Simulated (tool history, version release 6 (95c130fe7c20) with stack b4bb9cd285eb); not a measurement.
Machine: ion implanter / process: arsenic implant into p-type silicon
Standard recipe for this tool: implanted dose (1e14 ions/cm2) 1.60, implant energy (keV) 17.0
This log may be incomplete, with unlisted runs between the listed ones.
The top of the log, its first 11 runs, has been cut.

run     day  implanted dose (1e14 ions/cm2)  implant energy (keV)  wafers since the last listed run  hours since the last dose calibration  hours since the extraction supply was calibrated  hours since the gauge calibration  read-back reference wafer on the same gauge, sheet resistance  sheet resistance of the implanted and annealed layer (ohm/square)
 12  12.071                            1.60                  21.0                               406                                 1358.3                                            7278.9                             1212.0                                                         544.55                                                             506.68
 13  13.471                            1.21                  19.5                               523                                 1391.9                                            7312.5                             1245.6                                                         544.36                                                             623.89
 14  14.775                            1.18                  21.0                               487                                 1423.2                                            7343.8                             1276.9                                                         544.44                                                             631.00
 15  15.342                            1.74                  14.5                               211                                 1436.8                                            7357.4                             1290.5                                                         544.62                                                             501.85
 16  16.183                            2.05                  15.0                               314                                 1457.0                                            7377.6                             1310.7                                                         543.46                                                             440.44
 17  17.438                            1.60                  17.0                               468                                 1487.1                                            7407.7                             1340.8                                                         544.46                                                             522.69
 18  18.771                            1.14                  12.5                               498                                 1519.1                                            7439.7                             1372.8                                                         544.93                                                             702.32
 19  20.071                            1.39                  23.0                               485                                 1550.3                                            7470.9                             1404.0                                                         543.81                                                             553.46
 20  20.654                            2.04                  17.0                               217                                 1564.3                                            7484.9                             1418.0                                                         543.86                                                             433.85
     21.767  -- gauge calibrated
 21  22.071                            1.76                  21.5                               529                                 1598.3                                            7518.9                                7.3                                                         543.86                                                             470.14
     22.917  -- extraction supply calibrated
 22  23.512                            1.17                  17.0                               414                                 1632.9                                              14.3                               41.9                                                         543.50                                                             657.06
 23  24.750                            1.60                  17.0                               462                                 1662.6                                              44.0                               71.6                                                         544.17                                                             523.74
 24  25.929                            1.88                  22.0                               440                                 1690.9                                              72.3                               99.9                                                         543.81                                                             448.96
 25  26.971                            2.03                  22.0                               389                                 1715.9                                              97.3                              124.9                                                         544.26                                                             420.00
     27.521  -- Faraday cup replaced and dose calibrated
 26  28.058                            1.60                  14.5                               281                                   12.9                                             123.4                              151.0                                                         543.55                                                             534.33
 27  28.700                            2.04                  11.5                               239                                   28.3                                             138.8                              166.4                                                         544.83                                                             460.33
 28  29.862                            1.26                  11.0                               434                                   56.2                                             166.7                              194.3                                                         544.08                                                             664.97
 29  31.271                            1.60                  17.0                               526                                   90.0                                             200.5                              228.1                                                         544.19                                                             522.64
 30  32.692                            1.86                  14.5                               530                                  124.1                                             234.6                              262.2                                                         543.66                                                             478.21
 31  35.333                            1.78                  15.0                               986                                  187.5                                             298.0                              325.6                                                         544.16                                                             487.42
 32  36.075                            1.60                  12.0                               277                                  205.3                                             315.8                              343.4                                                         542.91                                                             548.53
 33  36.958                            1.60                  17.0                               330                                  226.5                                             337.0                              364.6                                                         544.04                                                             520.47
 34  38.342                            1.37                  17.0                               516                                  259.7                                             370.2                              397.8                                                         545.03                                                             587.65
 35  39.250                            1.60                  22.0                               339                                  281.5                                             392.0                              419.6                                                         544.97                                                             499.77
 36  40.196                            1.60                  17.0                               353                                  304.2                                             414.7                              442.3                                                         543.31                                                             524.63

Consider 5 possible next runs. They are alternatives, not a sequence: every one starts from the tool as it was left by run 36. What does each give?
  A  40.212                            1.60                  17.0                                 6                                  304.6                                             415.1                              442.7                                                              ?                                                                  ?
  B  40.212                            1.15                  11.0                                 6                                  304.6                                             415.1                              442.7                                                              ?                                                                  ?
  C  40.212                            1.41                  17.0                                 6                                  304.6                                             415.1                              442.7                                                              ?                                                                  ?
  D  40.212                            1.32                  17.0                                 6                                  304.6                                             415.1                              442.7                                                              ?                                                                  ?
  E  40.212                            1.46                  12.5                                 6                                  304.6                                             415.1                              442.7                                                              ?                                                                  ?

run  read-back reference wafer on the same gauge, sheet resistance  sheet resistance of the implanted and annealed layer (ohm/square)
  A                                                         543.96                                                             523.02
  B                                                         543.96                                                             709.10
  C                                                         543.96                                                             574.25
  D                                                         543.96                                                             602.72
  E                                                         543.96                                                             583.68
The same runs, with their run-to-run variation unchanged, on a tool lacking any hidden condition would have given:
run  sheet resistance of the implanted and annealed layer (ohm/square)
  A                                                             523.02
  B                                                             709.10
  C                                                             574.25
  D                                                             602.72
  E                                                             583.68
